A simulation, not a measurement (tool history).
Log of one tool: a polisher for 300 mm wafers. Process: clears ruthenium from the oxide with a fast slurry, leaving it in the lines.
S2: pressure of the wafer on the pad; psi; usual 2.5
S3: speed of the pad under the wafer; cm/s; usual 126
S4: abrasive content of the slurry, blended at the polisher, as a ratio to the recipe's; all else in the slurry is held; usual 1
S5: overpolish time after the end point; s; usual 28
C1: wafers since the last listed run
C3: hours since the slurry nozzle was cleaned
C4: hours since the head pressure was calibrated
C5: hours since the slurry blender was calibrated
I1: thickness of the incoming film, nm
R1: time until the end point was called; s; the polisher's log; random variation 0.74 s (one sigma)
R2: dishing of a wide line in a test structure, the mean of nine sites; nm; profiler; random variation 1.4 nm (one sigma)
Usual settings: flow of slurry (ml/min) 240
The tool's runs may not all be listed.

Run 1, hour 0: usual settings; C1 0; wafers polished on this pad 2674; C3 562.8; C4 871.9; C5 228; I1 299.5. Result: R1 54.1 s, R2 102.3 nm.
Run 2, hour 57.4: usual settings; C1 673; wafers polished on this pad 3347; C3 620.2; C4 929.3; C5 285.4; I1 300.1. Result: R1 56.3 s, R2 99.5 nm.
At hour 78.1: worn pad replaced by a new one.
Run 3, hour 136.1: usual settings; C1 876; wafers polished on this pad 680; C3 698.9; C4 1008; C5 364.1; I1 301.8. Result: R1 61.4 s, R2 95.4 nm.
At hour 191.5: slurry blender recalibrated.
At hour 353: slurry nozzle cleaned.
At hour 359.9: worn pad replaced by a new one.
Run 4, hour 406: usual settings; C1 3083; wafers polished on this pad 540; C3 53; C4 1277.9; C5 214.5; I1 295.2. Result: R1 51.5 s, R2 106.5 nm.
Run 5, hour 475.5: usual settings; C1 815; wafers polished on this pad 1355; C3 122.5; C4 1347.4; C5 284; I1 300.9. Result: R1 53.9 s, R2 101.7 nm.
Run 6, hour 518.2: usual settings but S4 1.15; C1 500; wafers polished on this pad 1856; C3 165.2; C4 1390.1; C5 326.7; I1 300. Result: R1 52.4 s, R2 104.3 nm.
At hour 568.4: head pressure recalibrated.
At hour 606.9: slurry blender recalibrated.
At hour 701.1: worn pad replaced by a new one.
Run 7, hour 705.1: usual settings but S4 1.15; C1 2098; wafers polished on this pad 47; C3 352.1; C4 136.7; C5 98.2; I1 298.4. Result: R1 48.7 s, R2 111.3 nm.
Run 8, hour 787.8: usual settings but S4 1.15; C1 970; wafers polished on this pad 1017; C3 434.8; C4 219.4; C5 180.9; I1 305. Result: R1 50.4 s, R2 110 nm.
Run 9, hour 886.9: usual settings but flow of slurry (ml/min) 205; C1 1162; wafers polished on this pad 2179; C3 533.9; C4 318.5; C5 280; I1 301.2. Result: R1 55.8 s, R2 101.4 nm.
Run 10, hour 940.7: usual settings but S4 0.7; C1 631; wafers polished on this pad 2810; C3 587.7; C4 372.3; C5 333.8; I1 300.3. Result: R1 69.2 s, R2 85.7 nm.
At hour 995.8: worn pad replaced by a new one, of another model than before.
Run 11, hour 1024.8: usual settings but S3 86 cm/s; C1 939; wafers polished on this pad 339; C3 671.8; C4 456.4; C5 417.9; I1 299.5. Result: R1 85.1 s, R2 72.7 nm.
At hour 1036.7: slurry blender recalibrated.
Run 12, hour 1119.8: usual settings but flow of slurry (ml/min) 185, S5 35 s; C1 1090; wafers polished on this pad 1430; C3 766.8; C4 551.4; C5 83.1; I1 303.5. Result: R1 53.5 s, R2 123.4 nm.
Run 13, hour 1179.2: usual settings but flow of slurry (ml/min) 285, S2 3.3 psi, S4 1.2, S5 35 s; C1 696; wafers polished on this pad 2127; C3 826.2; C4 610.8; C5 142.5; I1 293.1. Result: R1 36.9 s, R2 153.1 nm.
At hour 1182.3: slurry nozzle cleaned.
Run 14, hour 1224.7: usual settings; C1 521; wafers polished on this pad 2649; C3 42.4; C4 656.3; C5 188; I1 304.2. Result: R1 54 s, R2 105 nm.
Run 15, hour 1307.4: usual settings but S4 0.85, S5 35 s; C1 970; wafers polished on this pad 3619; C3 125.1; C4 739; C5 270.7; I1 301.4. Result: R1 57 s, R2 114.3 nm.
At hour 1332.2: worn pad replaced by a new one.
Run 16, hour 1369.4: usual settings but flow of slurry (ml/min) 195, S2 2.3 psi, S4 0.75, S5 36 s; C1 680; wafers polished on this pad 436; C3 187.1; C4 801; C5 332.7; I1 299.4. Result: R1 71.6 s, R2 100.1 nm.
Run 17, hour 1444.8: usual settings but S4 0.85; C1 884; wafers polished on this pad 1320; C3 262.5; C4 876.4; C5 408.1; I1 296.1. Result: R1 68.1 s, R2 87.4 nm.
At hour 1481.8: slurry blender recalibrated.
Run 18, hour 1550.2: usual settings but S2 2.8 psi, S3 104 cm/s; C1 1212; wafers polished on this pad 2533; C3 367.9; C4 981.8; C5 68.4; I1 302.7. Result: R1 54.9 s, R2 103.6 nm.
At hour 1654.7: worn pad replaced by a new one.
Run 19, hour 1655.2: usual settings; C1 1184; wafers polished on this pad 5; C3 472.9; C4 1086.8; C5 173.4; I1 301.8. Result: R1 53.7 s, R2 103.4 nm.

5 ways to go on from here, each from the tool as it stands after run 19. What would each give?
Run A, hour 1655.6: usual settings but S4 1.2; C1 4; wafers polished on this pad 10; C3 473.3; C4 1087.2; C5 173.8; I1 301.9. Result: R1 ?, R2 ?.
Run B, hour 1655.6: usual settings but flow of slurry (ml/min) 300, S5 19 s; C1 4; wafers polished on this pad 10; C3 473.3; C4 1087.2; C5 173.8; I1 301.9. Result: R1 ?, R2 ?.
Run C, hour 1655.6: usual settings but flow of slurry (ml/min) 305; C1 4; wafers polished on this pad 10; C3 473.3; C4 1087.2; C5 173.8; I1 301.9. Result: R1 ?, R2 ?.
Run D, hour 1655.6: usual settings but S2 3.2 psi, S3 146 cm/s, S4 0.9, S5 42 s; C1 4; wafers polished on this pad 10; C3 473.3; C4 1087.2; C5 173.8; I1 301.9. Result: R1 ?, R2 ?.
Run E, hour 1655.6: usual settings but flow of slurry (ml/min) 200, S4 0.8, S5 39 s; C1 4; wafers polished on this pad 10; C3 473.3; C4 1087.2; C5 173.8; I1 301.9. Result: R1 ?, R2 ?.

run    R1     R2
  A    50  112.9
  B  52.4   80.2
  C  52.3  109.2
  D  41.4  167.6
  E  61.6  123.5
Without the tool's hidden state the same runs would have given:
run    R1     R2
  A  47.6  117.1
  B  49.7   83.8
  C  49.6  113.7
  D  39.1  173.1
  E    58  128.9

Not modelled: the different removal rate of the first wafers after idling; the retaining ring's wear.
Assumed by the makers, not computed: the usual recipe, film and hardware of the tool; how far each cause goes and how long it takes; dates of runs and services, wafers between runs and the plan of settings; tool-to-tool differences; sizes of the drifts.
